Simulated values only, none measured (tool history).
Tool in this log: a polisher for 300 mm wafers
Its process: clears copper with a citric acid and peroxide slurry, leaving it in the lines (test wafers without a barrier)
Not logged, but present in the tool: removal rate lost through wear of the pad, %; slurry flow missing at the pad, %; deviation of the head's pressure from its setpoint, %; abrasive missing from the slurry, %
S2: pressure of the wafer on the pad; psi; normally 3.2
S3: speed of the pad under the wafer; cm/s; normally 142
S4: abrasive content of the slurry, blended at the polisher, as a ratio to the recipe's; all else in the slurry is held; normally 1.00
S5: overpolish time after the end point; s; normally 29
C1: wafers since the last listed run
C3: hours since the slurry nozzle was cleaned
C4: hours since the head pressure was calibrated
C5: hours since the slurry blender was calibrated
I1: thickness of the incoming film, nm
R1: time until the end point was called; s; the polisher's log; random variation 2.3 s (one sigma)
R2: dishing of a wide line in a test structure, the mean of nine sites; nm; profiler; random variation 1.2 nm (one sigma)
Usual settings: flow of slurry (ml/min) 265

run 1 hour=0.0 | flow_of_slurry_(ml/min)=265 S2=3.8 S3=142 S4=1.00 S5=29 | C1=0 wafers_polished_on_this_pad=57 C3=94.5 C4=623.3 C5=217.8 | I1=565.4 | R1=175.8 R2=63.7
run 2 hour=10.7 | flow_of_slurry_(ml/min)=265 S2=3.8 S3=142 S4=1.00 S5=29 | C1=64 wafers_polished_on_this_pad=121 C3=105.2 C4=634.0 C5=228.5 | I1=576.3 | R1=182.1 R2=63.3
run 3 hour=19.7 | flow_of_slurry_(ml/min)=265 S2=3.2 S3=142 S4=1.00 S5=29 | C1=53 wafers_polished_on_this_pad=175 C3=114.2 C4=643.0 C5=237.5 | I1=562.1 | R1=206.0 R2=54.8
run 4 hour=32.1 | flow_of_slurry_(ml/min)=265 S2=3.2 S3=142 S4=1.00 S5=29 | C1=74 wafers_polished_on_this_pad=250 C3=126.6 C4=655.4 C5=249.9 | I1=563.5 | R1=210.9 R2=51.9
run 5 hour=47.3 | flow_of_slurry_(ml/min)=265 S2=3.2 S3=142 S4=1.00 S5=29 | C1=91 wafers_polished_on_this_pad=341 C3=141.8 C4=670.6 C5=265.1 | I1=563.2 | R1=216.5 R2=54.1
run 6 hour=63.7 | flow_of_slurry_(ml/min)=265 S2=2.8 S3=142 S4=1.00 S5=29 | C1=98 wafers_polished_on_this_pad=439 C3=158.2 C4=687.0 C5=281.5 | I1=566.4 | R1=239.1 R2=48.6
run 7 hour=69.8 | flow_of_slurry_(ml/min)=265 S2=2.8 S3=142 S4=1.00 S5=29 | C1=36 wafers_polished_on_this_pad=476 C3=164.3 C4=693.1 C5=287.6 | I1=564.7 | R1=245.7 R2=49.3
run 8 hour=84.3 | flow_of_slurry_(ml/min)=265 S2=3.2 S3=142 S4=1.20 S5=29 | C1=86 wafers_polished_on_this_pad=563 C3=178.8 C4=707.6 C5=302.1 | I1=566.3 | R1=213.0 R2=52.6
-- hour=88.6 slurry nozzle cleaned
run 9 hour=101.8 | flow_of_slurry_(ml/min)=265 S2=3.2 S3=142 S4=1.20 S5=29 | C1=98 wafers_polished_on_this_pad=662 C3=13.2 C4=725.1 C5=319.6 | I1=558.5 | R1=218.6 R2=53.0
run 10 hour=111.3 | flow_of_slurry_(ml/min)=265 S2=3.2 S3=142 S4=1.00 S5=42 | C1=56 wafers_polished_on_this_pad=719 C3=22.7 C4=734.6 C5=329.1 | I1=570.0 | R1=225.6 R2=67.4
run 11 hour=123.5 | flow_of_slurry_(ml/min)=265 S2=2.5 S3=142 S4=1.20 S5=29 | C1=73 wafers_polished_on_this_pad=792 C3=34.9 C4=746.8 C5=341.3 | I1=569.9 | R1=264.9 R2=45.9
run 12 hour=131.0 | flow_of_slurry_(ml/min)=180 S2=3.2 S3=142 S4=1.00 S5=33 | C1=44 wafers_polished_on_this_pad=837 C3=42.4 C4=754.3 C5=348.8 | I1=568.1 | R1=235.1 R2=56.5
-- hour=136.1 head pressure recalibrated
-- hour=138.0 worn pad replaced by a new one
run 13 hour=148.4 | flow_of_slurry_(ml/min)=225 S2=2.4 S3=142 S4=0.85 S5=29 | C1=80 wafers_polished_on_this_pad=62 C3=59.8 C4=12.3 C5=366.2 | I1=568.0 | R1=264.8 R2=44.5

Predict the results of run 14:
run 14 hour=156.6 | flow_of_slurry_(ml/min)=265 S2=3.2 S3=142 S4=1.00 S5=29 | C1=49 wafers_polished_on_this_pad=111 C3=68.0 C4=20.5 C5=374.4 | I1=563.9 | R1=? R2=?

Run 14 came out at R1 209.8 s, R2 56.0 nm.
The same run, on a tool lacking any hidden state, would have yielded R1 180.7 s, R2 63.3 nm.
